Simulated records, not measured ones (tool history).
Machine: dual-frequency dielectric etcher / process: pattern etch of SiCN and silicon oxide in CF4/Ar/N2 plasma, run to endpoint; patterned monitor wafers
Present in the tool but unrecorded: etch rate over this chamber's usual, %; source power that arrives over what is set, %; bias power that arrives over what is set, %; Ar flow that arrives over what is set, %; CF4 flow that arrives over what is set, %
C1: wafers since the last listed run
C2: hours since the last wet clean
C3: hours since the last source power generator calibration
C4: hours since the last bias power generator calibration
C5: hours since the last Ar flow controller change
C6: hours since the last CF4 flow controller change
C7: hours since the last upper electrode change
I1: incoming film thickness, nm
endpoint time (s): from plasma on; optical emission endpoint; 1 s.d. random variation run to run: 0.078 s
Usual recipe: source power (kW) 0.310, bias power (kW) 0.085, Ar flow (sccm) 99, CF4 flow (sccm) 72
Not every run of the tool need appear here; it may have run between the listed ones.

run 1 hour=0.0 | source_power_(kW)=0.310 bias_power_(kW)=0.085 Ar_flow_(sccm)=99 CF4_flow_(sccm)=72 | C1=0 C2=341.6 C3=2236.9 C4=2475.4 C5=5100.0 C6=4222.6 C7=4595.0 | I1=9.35 | endpoint_time_(s)=17.7
-- hour=39.4 wet clean of the chamber
run 2 hour=39.9 | source_power_(kW)=0.310 bias_power_(kW)=0.085 Ar_flow_(sccm)=99 CF4_flow_(sccm)=72 | C1=189 C2=0.5 C3=2276.8 C4=2515.3 C5=5139.9 C6=4262.5 C7=4634.9 | I1=9.36 | endpoint_time_(s)=16.7
-- hour=52.1 source power generator calibrated
run 3 hour=68.4 | source_power_(kW)=0.310 bias_power_(kW)=0.085 Ar_flow_(sccm)=99 CF4_flow_(sccm)=72 | C1=291 C2=29.0 C3=16.3 C4=2543.8 C5=5168.4 C6=4291.0 C7=4663.4 | I1=9.45 | endpoint_time_(s)=16.9
run 4 hour=99.7 | source_power_(kW)=0.310 bias_power_(kW)=0.085 Ar_flow_(sccm)=99 CF4_flow_(sccm)=72 | C1=372 C2=60.3 C3=47.6 C4=2575.1 C5=5199.7 C6=4322.3 C7=4694.7 | I1=9.41 | endpoint_time_(s)=17.2
run 5 hour=122.3 | source_power_(kW)=0.310 bias_power_(kW)=0.085 Ar_flow_(sccm)=99 CF4_flow_(sccm)=72 | C1=268 C2=82.9 C3=70.2 C4=2597.7 C5=5222.3 C6=4344.9 C7=4717.3 | I1=9.42 | endpoint_time_(s)=17.0
run 6 hour=134.8 | source_power_(kW)=0.310 bias_power_(kW)=0.077 Ar_flow_(sccm)=80 CF4_flow_(sccm)=72 | C1=148 C2=95.4 C3=82.7 C4=2610.2 C5=5234.8 C6=4357.4 C7=4729.8 | I1=9.27 | endpoint_time_(s)=16.8
run 7 hour=170.6 | source_power_(kW)=0.310 bias_power_(kW)=0.069 Ar_flow_(sccm)=99 CF4_flow_(sccm)=72 | C1=426 C2=131.2 C3=118.5 C4=2646.0 C5=5270.6 C6=4393.2 C7=4765.6 | I1=9.33 | endpoint_time_(s)=18.7
-- hour=176.0 bias power generator calibrated
run 8 hour=188.3 | source_power_(kW)=0.260 bias_power_(kW)=0.085 Ar_flow_(sccm)=99 CF4_flow_(sccm)=72 | C1=163 C2=148.9 C3=136.2 C4=12.3 C5=5288.3 C6=4410.9 C7=4783.3 | I1=9.38 | endpoint_time_(s)=20.8
run 9 hour=208.8 | source_power_(kW)=0.310 bias_power_(kW)=0.085 Ar_flow_(sccm)=99 CF4_flow_(sccm)=72 | C1=243 C2=169.4 C3=156.7 C4=32.8 C5=5308.8 C6=4431.4 C7=4803.8 | I1=9.35 | endpoint_time_(s)=17.1
run 10 hour=232.1 | source_power_(kW)=0.310 bias_power_(kW)=0.085 Ar_flow_(sccm)=87 CF4_flow_(sccm)=72 | C1=277 C2=192.7 C3=180.0 C4=56.1 C5=5332.1 C6=4454.7 C7=4827.1 | I1=9.33 | endpoint_time_(s)=16.7
run 11 hour=251.5 | source_power_(kW)=0.310 bias_power_(kW)=0.069 Ar_flow_(sccm)=99 CF4_flow_(sccm)=72 | C1=230 C2=212.1 C3=199.4 C4=75.5 C5=5351.5 C6=4474.1 C7=4846.5 | I1=9.37 | endpoint_time_(s)=18.8
run 12 hour=276.9 | source_power_(kW)=0.270 bias_power_(kW)=0.094 Ar_flow_(sccm)=79 CF4_flow_(sccm)=72 | C1=302 C2=237.5 C3=224.8 C4=100.9 C5=5376.9 C6=4499.5 C7=4871.9 | I1=9.35 | endpoint_time_(s)=18.6
-- hour=290.9 CF4 flow controller replaced
run 13 hour=293.8 | source_power_(kW)=0.310 bias_power_(kW)=0.078 Ar_flow_(sccm)=116 CF4_flow_(sccm)=57 | C1=129 C2=254.4 C3=241.7 C4=117.8 C5=5393.8 C6=2.9 C7=4888.8 | I1=9.40 | endpoint_time_(s)=19.4
-- hour=330.8 Ar flow controller replaced
run 14 hour=331.3 | source_power_(kW)=0.270 bias_power_(kW)=0.085 Ar_flow_(sccm)=89 CF4_flow_(sccm)=72 | C1=374 C2=291.9 C3=279.2 C4=155.3 C5=0.5 C6=40.4 C7=4926.3 | I1=9.49 | endpoint_time_(s)=20.1

Expected results for the next run?
run 15 hour=344.5 | source_power_(kW)=0.270 bias_power_(kW)=0.096 Ar_flow_(sccm)=120 CF4_flow_(sccm)=59 | C1=157 C2=305.1 C3=292.4 C4=168.5 C5=13.7 C6=53.6 C7=4939.5 | I1=9.44 | endpoint_time_(s)=?

{"run 15": {"endpoint time (s)": 20.7}}
Without the tool's hidden state the same run would have given endpoint time (s) 20.0.

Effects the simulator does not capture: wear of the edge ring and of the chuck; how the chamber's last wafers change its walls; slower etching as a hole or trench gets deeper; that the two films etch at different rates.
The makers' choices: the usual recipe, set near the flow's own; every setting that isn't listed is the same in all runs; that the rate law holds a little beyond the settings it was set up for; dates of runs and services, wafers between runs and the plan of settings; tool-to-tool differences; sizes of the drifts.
